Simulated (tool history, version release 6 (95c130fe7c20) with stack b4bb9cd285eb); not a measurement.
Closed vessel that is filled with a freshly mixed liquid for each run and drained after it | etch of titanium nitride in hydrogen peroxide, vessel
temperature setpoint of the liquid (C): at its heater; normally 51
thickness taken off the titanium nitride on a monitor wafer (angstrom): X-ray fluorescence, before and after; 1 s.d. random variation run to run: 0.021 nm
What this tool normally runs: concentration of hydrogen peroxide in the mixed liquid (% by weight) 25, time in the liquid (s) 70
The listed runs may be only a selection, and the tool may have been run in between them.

run     day  temperature setpoint of the liquid (C)  concentration of hydrogen peroxide in the mixed liquid (% by weight)  time in the liquid (s)  read-back film thickness of the titanium nitride reference wafer, read on the same gauge (nm)  thickness taken off the titanium nitride on a monitor wafer (angstrom)
  1       0                                      51                                                                    25                      70                                                                                          60.02                                                                    55.6
  2   1.042                                      51                                                                    25                      70                                                                                             60                                                                    55.5
  3    1.85                                      51                                                                    25                      70                                                                                          60.01                                                                    55.5
  4   2.792                                      51                                                                    25                      70                                                                                          60.02                                                                    55.6
  5   4.158                                      51                                                                    25                      55                                                                                          59.98                                                                    43.6
  6   5.604                                      51                                                                    25                      55                                                                                             60                                                                    43.4
  7   6.421                                      51                                                                    25                      70                                                                                          59.99                                                                    55.1
      7.608  -- new drum of peroxide connected
  8   7.871                                    58.5                                                                    27                      70                                                                                          60.03                                                                    94.9
  9   8.458                                      51                                                                    25                      70                                                                                          60.01                                                                      55
 10     9.1                                    55.5                                                                    23                      55                                                                                          60.04                                                                    58.5
      9.912  -- gauge calibrated
     10.671  -- peroxide flow meter replaced
     11.821  -- thermometer replaced
 11  12.429                                      51                                                                  27.5                      70                                                                                          59.96                                                                    64.9
 12  13.512                                      51                                                                    25                      50                                                                                          59.97                                                                    45.3
 13  14.871                                      51                                                                    25                      70                                                                                          59.99                                                                    63.4
 14  17.125                                    45.5                                                                  19.5                      70                                                                                          59.98                                                                      40

Below are 3 alternative next runs, each starting from the tool's condition after run 14. Predict each:
  A  17.154                                      51                                                                    25                      70                                                                                              ?                                                                       ?
  B  17.154                                      59                                                                    25                      60                                                                                              ?                                                                       ?
  C  17.154                                      55                                                                    30                      95                                                                                              ?                                                                       ?

run  read-back film thickness of the titanium nitride reference wafer, read on the same gauge (nm)  thickness taken off the titanium nitride on a monitor wafer (angstrom)
  A                                                                                          60.04                                                                    62.7
  B                                                                                          60.04                                                                    94.2
  C                                                                                          60.04                                                                   117.7
Without the tool's hidden state the same runs would have given:
run  thickness taken off the titanium nitride on a monitor wafer (angstrom)
  A                                                                    63.4
  B                                                                    95.1
  C                                                                   118.9
